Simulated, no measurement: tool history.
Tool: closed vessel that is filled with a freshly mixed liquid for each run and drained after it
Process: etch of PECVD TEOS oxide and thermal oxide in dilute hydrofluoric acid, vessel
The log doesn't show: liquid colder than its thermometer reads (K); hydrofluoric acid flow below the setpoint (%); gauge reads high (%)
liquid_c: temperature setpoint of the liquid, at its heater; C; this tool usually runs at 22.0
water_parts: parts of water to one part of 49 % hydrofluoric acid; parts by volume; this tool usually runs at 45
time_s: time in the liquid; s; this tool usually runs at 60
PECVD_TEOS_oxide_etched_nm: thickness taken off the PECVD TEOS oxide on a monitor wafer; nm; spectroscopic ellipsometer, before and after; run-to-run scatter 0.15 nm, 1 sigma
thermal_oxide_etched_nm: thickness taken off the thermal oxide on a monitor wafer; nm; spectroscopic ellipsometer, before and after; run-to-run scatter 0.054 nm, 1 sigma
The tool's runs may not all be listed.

| run | hour | liquid_c | water_parts | time_s | wafers since the last listed run | hours since the thermometer was replaced | hours since the hydrofluoric acid flow meter was replaced | hours since the gauge calibration | read-back film thickness of the PECVD TEOS oxide reference wafer, read on the same gauge (nm) | read-back film thickness of the thermal oxide reference wafer, read on the same gauge (nm) | PECVD_TEOS_oxide_etched_nm | thermal_oxide_etched_nm |
|---|---|---|---|---|---|---|---|---|---|---|---|---|
| 1 | 0.0 | 22.0 | 45 | 60 | 0 | 907.5 | 611.0 | 53.5 | 39.99 | 70.00 | 19.08 | 5.43 |
| 2 | 15.9 | 22.0 | 45 | 60 | 1933 | 923.4 | 626.9 | 69.4 | 40.00 | 70.01 | 18.64 | 5.38 |
| 3 | 48.5 | 22.0 | 45 | 60 | 3964 | 956.0 | 659.5 | 102.0 | 39.99 | 69.98 | 18.46 | 5.37 |
| 4 | 70.4 | 22.0 | 45 | 60 | 2663 | 977.9 | 681.4 | 123.9 | 40.00 | 70.01 | 18.68 | 5.39 |
| 5 | 102.5 | 22.0 | 45 | 60 | 3903 | 1010.0 | 713.5 | 156.0 | 39.99 | 69.99 | 18.56 | 5.36 |
| 6 | 139.5 | 22.0 | 45 | 60 | 4499 | 1047.0 | 750.5 | 193.0 | 40.01 | 70.00 | 18.03 | 5.32 |
| 7 | 163.4 | 22.0 | 45 | 60 | 2906 | 1070.9 | 774.4 | 216.9 | 40.01 | 70.00 | 18.27 | 5.29 |
| 8 | 191.3 | 19.0 | 45 | 60 | 3392 | 1098.8 | 802.3 | 244.8 | 39.99 | 70.01 | 16.13 | 4.57 |
|  | 195.1 | hydrofluoric acid flow meter replaced |
| 9 | 214.7 | 19.0 | 45 | 60 | 2723 | 1122.2 | 19.6 | 268.2 | 40.00 | 70.01 | 17.70 | 5.15 |
| 10 | 227.6 | 27.0 | 45 | 80 | 1568 | 1135.1 | 32.5 | 281.1 | 40.00 | 70.00 | 33.16 | 9.79 |
| 11 | 257.3 | 19.0 | 45 | 60 | 3611 | 1164.8 | 62.2 | 310.8 | 40.02 | 70.00 | 17.85 | 5.21 |
| 12 | 275.9 | 19.5 | 45 | 75 | 2261 | 1183.4 | 80.8 | 329.4 | 40.02 | 70.00 | 22.65 | 6.65 |
| 13 | 293.9 | 19.0 | 60 | 80 | 2188 | 1201.4 | 98.8 | 347.4 | 39.99 | 70.00 | 17.42 | 5.04 |
|  | 303.3 | thermometer replaced |
| 14 | 328.5 | 22.0 | 45 | 60 | 4085 | 25.2 | 133.4 | 382.0 | 39.99 | 70.01 | 20.15 | 5.72 |
| 15 | 345.3 | 20.5 | 60 | 45 | 2042 | 42.0 | 150.2 | 398.8 | 39.99 | 70.00 | 10.41 | 2.98 |
|  | 348.5 | gauge calibrated |
| 16 | 358.4 | 22.0 | 45 | 60 | 1592 | 55.1 | 163.3 | 9.9 | 40.01 | 69.98 | 19.93 | 5.81 |
| 17 | 454.5 | 25.5 | 45 | 60 | 11685 | 151.2 | 259.4 | 106.0 | 39.98 | 69.99 | 22.59 | 6.73 |
| 18 | 472.3 | 19.5 | 55 | 70 | 2164 | 169.0 | 277.2 | 123.8 | 39.99 | 70.00 | 16.51 | 4.78 |

For each run, what was the tool's unlogged condition?
liquid colder than its thermometer reads (K): 0 at every run
gauge reads high (%): 0 at every run
H1: hydrofluoric acid flow below the setpoint (%)
| run | H1 |
|---|---|
| 1 | 8.24 |
| 2 | 8.45 |
| 3 | 8.88 |
| 4 | 9.17 |
| 5 | 9.59 |
| 6 | 10.1 |
| 7 | 10.4 |
| 8 | 10.8 |
| 9 | 0.911 |
| 10 | 1.08 |
| 11 | 1.47 |
| 12 | 1.72 |
| 13 | 1.95 |
| 14 | 2.41 |
| 15 | 2.63 |
| 16 | 2.8 |
| 17 | 4.07 |
| 18 | 4.3 |
